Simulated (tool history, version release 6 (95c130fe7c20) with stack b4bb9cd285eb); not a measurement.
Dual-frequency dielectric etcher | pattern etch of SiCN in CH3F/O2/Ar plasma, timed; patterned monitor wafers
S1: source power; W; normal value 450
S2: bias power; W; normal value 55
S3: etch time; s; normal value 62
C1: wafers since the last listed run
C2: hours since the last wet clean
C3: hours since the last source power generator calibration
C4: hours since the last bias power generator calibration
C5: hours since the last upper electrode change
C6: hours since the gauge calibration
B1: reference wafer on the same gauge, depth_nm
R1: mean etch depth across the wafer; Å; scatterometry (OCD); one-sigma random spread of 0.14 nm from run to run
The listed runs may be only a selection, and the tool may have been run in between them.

Run 1, hour 0: usual settings; C1 0; C2 73.8; C3 2579.6; C4 4492.5; C5 5032; C6 190.9; B1 21.26. Result: R1 209.2 Å.
Run 2, hour 13.4: usual settings; C1 97; C2 87.2; C3 2593; C4 4505.9; C5 5045.4; C6 204.3; B1 21.24. Result: R1 216.3 Å.
Run 3, hour 37.9: usual settings; C1 178; C2 111.7; C3 2617.5; C4 4530.4; C5 5069.9; C6 228.8; B1 21.26. Result: R1 214 Å.
Run 4, hour 57.1: usual settings; C1 139; C2 130.9; C3 2636.7; C4 4549.6; C5 5089.1; C6 248; B1 21.33. Result: R1 212.7 Å.
Run 5, hour 75.7: usual settings; C1 135; C2 149.5; C3 2655.3; C4 4568.2; C5 5107.7; C6 266.6; B1 21.28. Result: R1 210.6 Å.
Run 6, hour 106.5: usual settings; C1 224; C2 180.3; C3 2686.1; C4 4599; C5 5138.5; C6 297.4; B1 21.27. Result: R1 214.7 Å.
Run 7, hour 132.2: usual settings but S3 47.5 s; C1 187; C2 206; C3 2711.8; C4 4624.7; C5 5164.2; C6 323.1; B1 21.34. Result: R1 163.4 Å.
Run 8, hour 167.8: usual settings but S3 47.5 s; C1 259; C2 241.6; C3 2747.4; C4 4660.3; C5 5199.8; C6 358.7; B1 21.26. Result: R1 163.3 Å.
Run 9, hour 189: usual settings; C1 154; C2 262.8; C3 2768.6; C4 4681.5; C5 5221; C6 379.9; B1 21.31. Result: R1 212.3 Å.
Run 10, hour 220.3: usual settings; C1 227; C2 294.1; C3 2799.9; C4 4712.8; C5 5252.3; C6 411.2; B1 21.29. Result: R1 213.4 Å.
Run 11, hour 253.6: usual settings; C1 242; C2 327.4; C3 2833.2; C4 4746.1; C5 5285.6; C6 444.5; B1 21.24. Result: R1 210.4 Å.
Run 12, hour 287.3: usual settings; C1 245; C2 361.1; C3 2866.9; C4 4779.8; C5 5319.3; C6 478.2; B1 21.33. Result: R1 210.5 Å.
At hour 319.9: upper electrode replaced.
Run 13, hour 320.4: usual settings but S1 540 W, S2 63 W, S3 69 s; C1 66; C2 394.2; C3 2900; C4 4812.9; C5 0.5; C6 511.3; B1 21.28. Result: R1 264.5 Å.
At hour 323.4: gauge calibrated.
At hour 332.1: bias power generator calibrated.
Run 14, hour 343.5: usual settings; C1 139; C2 417.3; C3 2923.1; C4 11.4; C5 23.6; C6 20.1; B1 21.29. Result: R1 211.4 Å.
Run 15, hour 370.7: usual settings but S2 41 W, S3 48 s; C1 198; C2 444.5; C3 2950.3; C4 38.6; C5 50.8; C6 47.3; B1 21.31. Result: R1 151.8 Å.
Run 16, hour 392.2: usual settings but S2 59 W; C1 156; C2 466; C3 2971.8; C4 60.1; C5 72.3; C6 68.8; B1 21.34. Result: R1 217.4 Å.
At hour 417.9: source power generator calibrated.
At hour 430.6: wet clean of the chamber.
Run 17, hour 431.1: usual settings; C1 161; C2 0.5; C3 13.2; C4 99; C5 111.2; C6 107.7; B1 21.22. Result: R1 209.6 Å.
Run 18, hour 436.5: usual settings but S1 360 W, S2 41 W, S3 73.5 s; C1 39; C2 5.9; C3 18.6; C4 104.4; C5 116.6; C6 113.1; B1 21.27. Result: R1 208.2 Å.
Run 19, hour 461.3: usual settings but S1 490 W, S2 60 W, S3 49.5 s; C1 180; C2 30.7; C3 43.4; C4 129.2; C5 141.4; C6 137.9; B1 21.25. Result: R1 181.7 Å.
Run 20, hour 481.1: usual settings; C1 144; C2 50.5; C3 63.2; C4 149; C5 161.2; C6 157.7; B1 21.31. Result: R1 210.7 Å.
Run 21, hour 512.4: usual settings; C1 227; C2 81.8; C3 94.5; C4 180.3; C5 192.5; C6 189; B1 21.32. Result: R1 213.5 Å.
Run 22, hour 537.5: usual settings but S3 57 s; C1 182; C2 106.9; C3 119.6; C4 205.4; C5 217.6; C6 214.1; B1 21.28. Result: R1 193.6 Å.
Run 23, hour 560.7: usual settings; C1 168; C2 130.1; C3 142.8; C4 228.6; C5 240.8; C6 237.3; B1 21.33. Result: R1 215.2 Å.
Run 24, hour 581.5: usual settings but S1 500 W, S2 46 W, S3 45.5 s; C1 151; C2 150.9; C3 163.6; C4 249.4; C5 261.6; C6 258.1; B1 21.33. Result: R1 153.1 Å.
Run 25, hour 637.6: usual settings but S1 530 W; C1 408; C2 207; C3 219.7; C4 305.5; C5 317.7; C6 314.2; B1 21.28. Result: R1 228.5 Å.

What the log doesn't show, run by run:
etch rate over this chamber's usual, %: 0, the same for each run
source power that arrives over what is set, %: 0, the same for each run
bias power that arrives over what is set, %: 0, the same for each run
gauge reads high (%): 0, the same for each run
